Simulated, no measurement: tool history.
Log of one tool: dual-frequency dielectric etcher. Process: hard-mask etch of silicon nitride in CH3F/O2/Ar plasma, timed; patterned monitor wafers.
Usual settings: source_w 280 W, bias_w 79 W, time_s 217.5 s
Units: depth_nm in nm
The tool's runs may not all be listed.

run	hour	source_w	bias_w	time_s	wafers since the last listed run	hours since the last wet clean	hours since the last source power generator calibration	hours since the last bias power generator calibration	hours since the last upper electrode change	hours since the gauge calibration	read-back reference wafer on the same gauge, depth_nm	depth_nm
1	0	280	90	217.5	0	227.3	1110.2	1823.9	2038.5	1169.3	120.1	136.5
2	316.3	280	79	217.5	2462	543.6	1426.5	2140.2	2354.8	1485.6	120.4	130.7
# hour 341.6: wet clean of the chamber
3	374.3	280	79	217.5	264	32.7	1484.5	2198.2	2412.8	1543.6	120.5	129.8
4	427.3	280	79	217.5	412	85.7	1537.5	2251.2	2465.8	1596.6	120.3	130.5
# hour 492: upper electrode replaced
5	517.8	280	79	254	517	176.2	1628	2341.7	25.8	1687.1	120.5	152.8
6	577.7	280	79	254	466	236.1	1687.9	2401.6	85.7	1747	120.4	152.1
7	661.8	280	79	188	654	320.2	1772	2485.7	169.8	1831.1	120.5	113.6
8	732.7	280	79	217.5	552	391.1	1842.9	2556.6	240.7	1902	120.6	131.2
9	792.4	280	79	217.5	464	450.8	1902.6	2616.3	300.4	1961.7	120.4	130.4
10	836.8	280	79	217.5	345	495.2	1947	2660.7	344.8	2006.1	120.5	130.6
11	886.8	280	79	186.5	389	545.2	1997	2710.7	394.8	2056.1	120.5	112.7
# hour 929: source power generator calibrated
# hour 958.1: bias power generator calibrated
12	993.6	250	79	180	769	652	64.6	35.5	501.6	2162.9	120.8	105
# hour 1054.4: wet clean of the chamber
13	1066.3	330	94	217.5	379	11.9	137.3	108.2	574.3	2235.6	120.6	144.9
14	1157.4	350	79	162.5	709	103	228.4	199.3	665.4	2326.7	120.6	102.5
15	1238.9	280	96	217.5	634	184.5	309.9	280.8	746.9	2408.2	120.8	140.5
16	1343.9	330	79	248	817	289.5	414.9	385.8	851.9	2513.2	120.8	155.2
# hour 1405.3: gauge calibrated
17	1444.1	260	88	272	780	389.7	515.1	486	952.1	38.8	118.3	163.9
18	1530.6	280	79	217.5	673	476.2	601.6	572.5	1038.6	125.3	118.5	129.3
19	1588.6	240	88	217.5	451	534.2	659.6	630.5	1096.6	183.3	118.6	130.1
# hour 1657.1: wet clean of the chamber
20	1657.6	280	93	266.5	350	0.5	728.6	699.5	1165.6	252.3	118.8	168.5
21	1707.1	280	79	252	385	50	778.1	749	1215.1	301.8	118.8	148.9
22	1750.9	280	79	217.5	341	93.8	821.9	792.8	1258.9	345.6	119.1	128.7
23	1789	330	79	256.5	296	131.9	860	830.9	1297	383.7	119.2	158.7
24	1894.6	280	79	217.5	822	237.5	965.6	936.5	1402.6	489.3	119.4	128.7
25	1952.4	280	79	217.5	450	295.3	1023.4	994.3	1460.4	547.1	119.6	129.9
26	1995	230	93	164	331	337.9	1066	1036.9	1503	589.7	119.9	99.3
27	2098.3	280	79	217.5	804	441.2	1169.3	1140.2	1606.3	693	120.1	129.6
28	2189.9	280	79	217.5	713	532.8	1260.9	1231.8	1697.9	784.6	120	129.9
29	2262.5	260	92	181	565	605.4	1333.5	1304.4	1770.5	857.2	120.3	113.4

Forecast each of these 5 alternatives for the next run:
A	2263	280	79	217.5	3	605.9	1334	1304.9	1771	857.7	?	?
B	2263	330	67	236.5	3	605.9	1334	1304.9	1771	857.7	?	?
C	2263	310	67	162.5	3	605.9	1334	1304.9	1771	857.7	?	?
D	2263	310	61	217.5	3	605.9	1334	1304.9	1771	857.7	?	?
E	2263	240	79	282	3	605.9	1334	1304.9	1771	857.7	?	?

run	read-back reference wafer on the same gauge, depth_nm	depth_nm
A	119.8	130.1
B	119.8	138.9
C	119.8	93.9
D	119.8	121.8
E	119.8	162.9
Without the tool's hidden state the same runs would have given:
run	depth_nm
A	127.7
B	136.4
C	92.3
D	119.6
E	160
